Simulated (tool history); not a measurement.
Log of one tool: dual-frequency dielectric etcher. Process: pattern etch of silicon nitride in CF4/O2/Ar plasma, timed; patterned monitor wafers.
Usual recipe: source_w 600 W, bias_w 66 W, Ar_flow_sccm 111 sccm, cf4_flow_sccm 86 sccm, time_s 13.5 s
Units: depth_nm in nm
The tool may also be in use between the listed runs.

run	day	source_w	bias_w	Ar_flow_sccm	cf4_flow_sccm	time_s	wafers since the last listed run	hours since the last wet clean	hours since the last source power generator calibration	hours since the last bias power generator calibration	hours since the last Ar flow controller change	hours since the last CF4 flow controller change	hours since the last upper electrode change	hours since the gauge calibration	read-back reference wafer on the same gauge, depth_nm	depth_nm
1	0.000	600	66	111	86	13.5	0	420.3	176.2	1496.6	271.1	1991.9	2338.3	158.2	31.36	32.64
2	1.650	600	66	111	86	13.5	728	459.9	215.8	1536.2	310.7	2031.5	2377.9	197.8	31.28	32.72
3	3.704	600	66	102	102	13.5	907	509.2	265.1	1585.5	360.0	2080.8	2427.2	247.1	31.39	33.45
# day 6.350: wet clean of the chamber
4	6.833	600	66	111	95	12.0	940	11.6	340.2	1660.6	435.1	2155.9	2502.3	322.2	31.32	29.35
5	10.142	600	66	111	86	13.5	1461	91.0	419.6	1740.0	514.5	2235.3	2581.7	401.6	31.27	32.65
6	12.408	600	66	111	86	10.0	1001	145.4	474.0	1794.4	568.9	2289.7	2636.1	456.0	31.20	24.11
# day 13.246: bias power generator calibrated
# day 13.425: upper electrode replaced
# day 14.496: CF4 flow controller replaced
7	15.242	600	66	111	86	16.5	989	213.4	542.0	47.9	636.9	17.9	43.6	524.0	31.31	40.24
8	18.392	480	66	111	86	16.0	1391	289.0	617.6	123.5	712.5	93.5	119.2	599.6	31.27	31.29
9	20.296	600	66	111	86	17.0	841	334.7	663.3	169.2	758.2	139.2	164.9	645.3	31.30	41.21
# day 23.388: source power generator calibrated, repeated, since the last time left the tool worse
10	25.183	600	66	111	86	13.5	2085	452.0	43.1	286.5	875.5	256.5	282.2	762.6	31.28	34.75
11	27.821	530	66	111	68	13.5	1165	515.3	106.4	349.8	938.8	319.8	345.5	825.9	31.27	29.99
12	29.725	600	66	111	106	13.5	841	561.0	152.1	395.5	984.5	365.5	391.2	871.6	31.24	35.17
13	33.929	600	54	111	86	13.5	1857	661.9	253.0	496.4	1085.4	466.4	492.1	972.5	31.33	32.52
# day 36.054: wet clean of the chamber
14	36.075	660	66	111	92	13.5	506	0.5	304.5	547.9	1136.9	517.9	543.6	1024.0	31.22	38.08
15	38.892	600	66	111	86	13.5	1244	68.1	372.1	615.5	1204.5	585.5	611.2	1091.6	31.33	34.79
16	42.246	600	66	111	86	13.5	1481	148.6	452.6	696.0	1285.0	666.0	691.7	1172.1	31.29	34.95
17	43.804	680	58	111	86	13.5	688	186.0	490.0	733.4	1322.4	703.4	729.1	1209.5	31.22	37.85
18	47.496	600	51	111	86	15.5	1630	274.6	578.6	822.0	1411.0	792.0	817.7	1298.1	31.31	37.35
19	49.000	600	62	125	86	13.5	664	310.7	614.7	858.1	1447.1	828.1	853.8	1334.2	31.28	33.41
20	50.875	600	52	111	76	13.5	828	355.7	659.7	903.1	1492.1	873.1	898.8	1379.2	31.24	31.98
21	53.783	600	66	111	86	16.0	1284	425.5	729.5	972.9	1561.9	942.9	968.6	1449.0	31.33	41.52
22	57.225	560	66	111	68	13.5	1520	508.1	812.1	1055.5	1644.5	1025.5	1051.2	1531.6	31.33	31.79

Give the tool's hidden conditions for every run:
etch rate over this chamber's usual, %: 0 on each run
bias power that arrives over what is set, %: 0 on each run
Ar flow that arrives over what is set, %: 0 on each run
CF4 flow that arrives over what is set, %: 0 on each run
gauge reads high (%): 0 on each run
H1: source power that arrives over what is set, %
run	H1
1	-6.11
2	-6.02
3	-5.92
4	-5.77
5	-5.63
6	-5.53
7	-5.41
8	-5.29
9	-5.22
10	0.288
11	0.433
12	0.534
13	0.746
14	0.849
15	0.979
16	1.13
17	1.19
18	1.34
19	1.4
20	1.47
21	1.57
22	1.69

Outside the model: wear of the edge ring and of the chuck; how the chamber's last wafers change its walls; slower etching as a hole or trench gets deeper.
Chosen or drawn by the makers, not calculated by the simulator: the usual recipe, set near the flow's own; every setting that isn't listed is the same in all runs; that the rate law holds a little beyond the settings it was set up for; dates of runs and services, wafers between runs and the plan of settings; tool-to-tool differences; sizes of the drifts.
